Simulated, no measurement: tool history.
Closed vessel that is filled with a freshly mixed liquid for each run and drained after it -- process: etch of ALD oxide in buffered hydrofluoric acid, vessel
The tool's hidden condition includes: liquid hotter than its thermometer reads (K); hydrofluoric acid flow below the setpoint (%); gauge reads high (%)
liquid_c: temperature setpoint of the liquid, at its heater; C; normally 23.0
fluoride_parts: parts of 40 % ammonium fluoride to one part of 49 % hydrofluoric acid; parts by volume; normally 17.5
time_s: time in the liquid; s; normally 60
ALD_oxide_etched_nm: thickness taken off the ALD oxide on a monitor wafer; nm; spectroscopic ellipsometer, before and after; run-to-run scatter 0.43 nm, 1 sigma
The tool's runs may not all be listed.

run,hour,liquid_c,fluoride_parts,time_s,wafers since the last listed run,hours since the thermometer was replaced,hours since the hydrofluoric acid flow meter was replaced,hours since the gauge calibration,"read-back film thickness of the ALD oxide reference wafer, read on the same gauge (nm)",ALD_oxide_etched_nm
1,0.0,23.0,17.5,60,0,977.5,1538.2,330.0,119.97,56.76
2,20.4,23.0,17.5,60,2098,997.9,1558.6,350.4,119.94,56.82
3,34.2,23.0,17.5,60,1419,1011.7,1572.4,364.2,120.02,56.49
4,103.0,23.0,13.0,60,7078,1080.5,1641.2,433.0,120.00,77.78
5,121.6,23.0,17.5,60,1913,1099.1,1659.8,451.6,120.03,58.10
6,140.8,23.0,17.5,60,1975,1118.3,1679.0,470.8,120.02,57.86
7,170.7,23.0,17.5,60,3076,1148.2,1708.9,500.7,119.97,57.73
8,201.9,23.0,17.5,60,3210,1179.4,1740.1,531.9,120.00,57.62
9,229.9,23.0,17.5,60,2880,1207.4,1768.1,559.9,120.00,57.55
10,249.0,23.0,17.5,60,1965,1226.5,1787.2,579.0,120.03,58.46
11,283.2,23.0,17.5,60,3518,1260.7,1821.4,613.2,119.99,58.58
12,311.0,24.5,20.0,60,2860,1288.5,1849.2,641.0,120.03,55.18
13,344.1,23.0,17.5,60,3405,1321.6,1882.3,674.1,120.07,58.44
14,371.2,23.0,17.5,60,2788,1348.7,1909.4,701.2,119.98,58.59
15,393.9,23.0,17.5,60,2335,1371.4,1932.1,723.9,119.96,59.17
16,415.0,18.0,20.0,45,2170,1392.5,1953.2,745.0,119.99,29.23
17,436.3,26.0,17.5,45,2191,1413.8,1974.5,766.3,119.99,52.23
# hour 440.5: hydrofluoric acid flow meter replaced
18,459.0,24.5,14.0,70,2232,1436.5,18.5,789.0,119.99,93.59
19,487.4,23.0,11.0,60,2921,1464.9,46.9,817.4,120.02,94.31
20,504.6,23.0,17.5,60,1769,1482.1,64.1,834.6,119.96,59.27
21,536.5,25.5,17.5,75,3282,1514.0,96.0,866.5,120.01,84.72
22,551.1,19.5,15.0,85,1502,1528.6,110.6,881.1,120.00,79.89
23,570.0,27.0,23.0,60,1944,1547.5,129.5,900.0,119.95,59.21
# hour 579.1: thermometer replaced
# hour 584.1: gauge calibrated
24,602.1,23.0,11.0,30,3199,23.0,161.6,18.0,120.01,41.59
25,632.2,20.0,11.5,45,3096,53.1,191.7,48.1,120.00,50.94
26,647.5,23.0,17.5,60,1574,68.4,207.0,63.4,120.00,53.25
27,682.1,23.0,17.5,60,3559,103.0,241.6,98.0,120.02,53.25
28,711.8,23.0,12.0,60,3055,132.7,271.3,127.7,120.01,77.24
29,745.5,23.0,17.5,60,3467,166.4,305.0,161.4,119.98,53.86
30,768.6,19.0,22.0,40,2376,189.5,328.1,184.5,119.99,23.42
31,803.9,23.0,23.5,60,3631,224.8,363.4,219.8,120.03,41.87

Give the tool's hidden conditions for every run:
hydrofluoric acid flow below the setpoint (%): 0 at every run
gauge reads high (%): 0 at every run
H1: liquid hotter than its thermometer reads (K)
run,H1
1,1.48
2,1.51
3,1.53
4,1.62
5,1.65
6,1.68
7,1.72
8,1.76
9,1.8
10,1.83
11,1.88
12,1.92
13,1.97
14,2
15,2.04
16,2.07
17,2.1
18,2.13
19,2.17
20,2.19
21,2.24
22,2.26
23,2.29
24,0.042
25,0.0848
26,0.107
27,0.156
28,0.198
29,0.246
30,0.279
31,0.329
